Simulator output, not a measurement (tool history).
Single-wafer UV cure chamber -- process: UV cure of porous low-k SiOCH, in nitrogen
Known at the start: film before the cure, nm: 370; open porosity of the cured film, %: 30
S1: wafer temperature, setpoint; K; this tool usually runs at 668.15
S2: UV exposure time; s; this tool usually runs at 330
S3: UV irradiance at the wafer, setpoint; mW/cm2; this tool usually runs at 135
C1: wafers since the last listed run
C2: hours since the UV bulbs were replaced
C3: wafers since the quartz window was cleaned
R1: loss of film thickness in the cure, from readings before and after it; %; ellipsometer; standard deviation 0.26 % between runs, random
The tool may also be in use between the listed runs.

| run | hour | S1 | S2 | S3 | C1 | C2 | C3 | R1 |
|---|---|---|---|---|---|---|---|---|
| 1 | 0.0 | 668.15 | 330 | 135 | 0 | 1810.6 | 469 | 17.787 |
| 2 | 49.9 | 668.15 | 330 | 135 | 325 | 1860.5 | 795 | 17.443 |
| 3 | 76.0 | 668.15 | 330 | 135 | 170 | 1886.6 | 965 | 17.533 |
| 4 | 105.2 | 668.15 | 330 | 107 | 190 | 1915.8 | 1155 | 16.493 |
| 5 | 140.1 | 668.15 | 330 | 135 | 227 | 1950.7 | 1383 | 17.587 |
| 6 | 169.4 | 668.15 | 330 | 135 | 191 | 1980.0 | 1574 | 17.630 |
| 7 | 193.9 | 668.15 | 330 | 135 | 159 | 2004.5 | 1734 | 17.524 |
| 8 | 207.9 | 668.15 | 330 | 135 | 91 | 2018.5 | 1825 | 17.145 |
| 9 | 232.1 | 668.15 | 330 | 135 | 157 | 2042.7 | 1983 | 17.261 |
| 10 | 253.6 | 668.15 | 330 | 135 | 140 | 2064.2 | 2123 | 17.125 |
| 11 | 271.1 | 668.15 | 330 | 135 | 114 | 2081.7 | 2237 | 17.085 |
| 12 | 294.9 | 668.15 | 330 | 135 | 155 | 2105.5 | 2392 | 17.076 |
| 13 | 383.5 | 668.15 | 330 | 135 | 577 | 2194.1 | 2970 | 16.643 |
| 14 | 400.9 | 668.15 | 330 | 135 | 113 | 2211.5 | 3084 | 16.484 |
|  | 422.6 | quartz window cleaned |
| 15 | 425.7 | 668.15 | 330 | 135 | 109 | 2236.3 | 20 | 18.018 |
| 16 | 455.4 | 683.15 | 250 | 113 | 193 | 2266.0 | 213 | 15.550 |
| 17 | 469.1 | 668.15 | 330 | 170 | 89 | 2279.7 | 303 | 18.816 |
|  | 483.2 | UV bulbs replaced |
| 18 | 483.7 | 668.15 | 220 | 95 | 43 | 0.5 | 346 | 13.500 |
| 19 | 500.5 | 656.15 | 450 | 115 | 109 | 17.3 | 455 | 18.076 |
| 20 | 584.5 | 668.15 | 435 | 135 | 547 | 101.3 | 1003 | 18.779 |
| 21 | 596.8 | 655.15 | 330 | 135 | 80 | 113.6 | 1083 | 17.524 |
| 22 | 623.6 | 668.15 | 330 | 135 | 174 | 140.4 | 1258 | 17.870 |
| 23 | 645.0 | 668.15 | 330 | 119 | 139 | 161.8 | 1398 | 16.922 |
| 24 | 671.2 | 668.15 | 330 | 135 | 170 | 188.0 | 1568 | 17.374 |
| 25 | 699.3 | 668.15 | 330 | 135 | 183 | 216.1 | 1752 | 17.474 |
| 26 | 713.3 | 668.15 | 330 | 101 | 91 | 230.1 | 1843 | 15.780 |
| 27 | 735.6 | 668.15 | 330 | 135 | 145 | 252.4 | 1988 | 16.823 |
| 28 | 754.9 | 668.15 | 330 | 135 | 125 | 271.7 | 2114 | 17.142 |
| 29 | 786.4 | 653.15 | 235 | 135 | 205 | 303.2 | 2320 | 15.029 |
| 30 | 822.1 | 676.15 | 330 | 147 | 232 | 338.9 | 2553 | 17.875 |

The same runs without the tool's hidden state, with the same run-to-run variation:
Hidden state present: lamp output below its setpoint, %; transmission lost against a clean window, %.
| run | R1 |
|---|---|
| 1 | 17.878 |
| 2 | 17.570 |
| 3 | 17.689 |
| 4 | 16.688 |
| 5 | 17.838 |
| 6 | 17.937 |
| 7 | 17.882 |
| 8 | 17.527 |
| 9 | 17.706 |
| 10 | 17.625 |
| 11 | 17.635 |
| 12 | 17.701 |
| 13 | 17.587 |
| 14 | 17.497 |
| 15 | 18.033 |
| 16 | 15.569 |
| 17 | 18.839 |
| 18 | 13.528 |
| 19 | 18.114 |
| 20 | 18.896 |
| 21 | 17.660 |
| 22 | 18.049 |
| 23 | 17.133 |
| 24 | 17.634 |
| 25 | 17.798 |
| 26 | 16.130 |
| 27 | 17.222 |
| 28 | 17.602 |
| 29 | 15.573 |
| 30 | 18.560 |
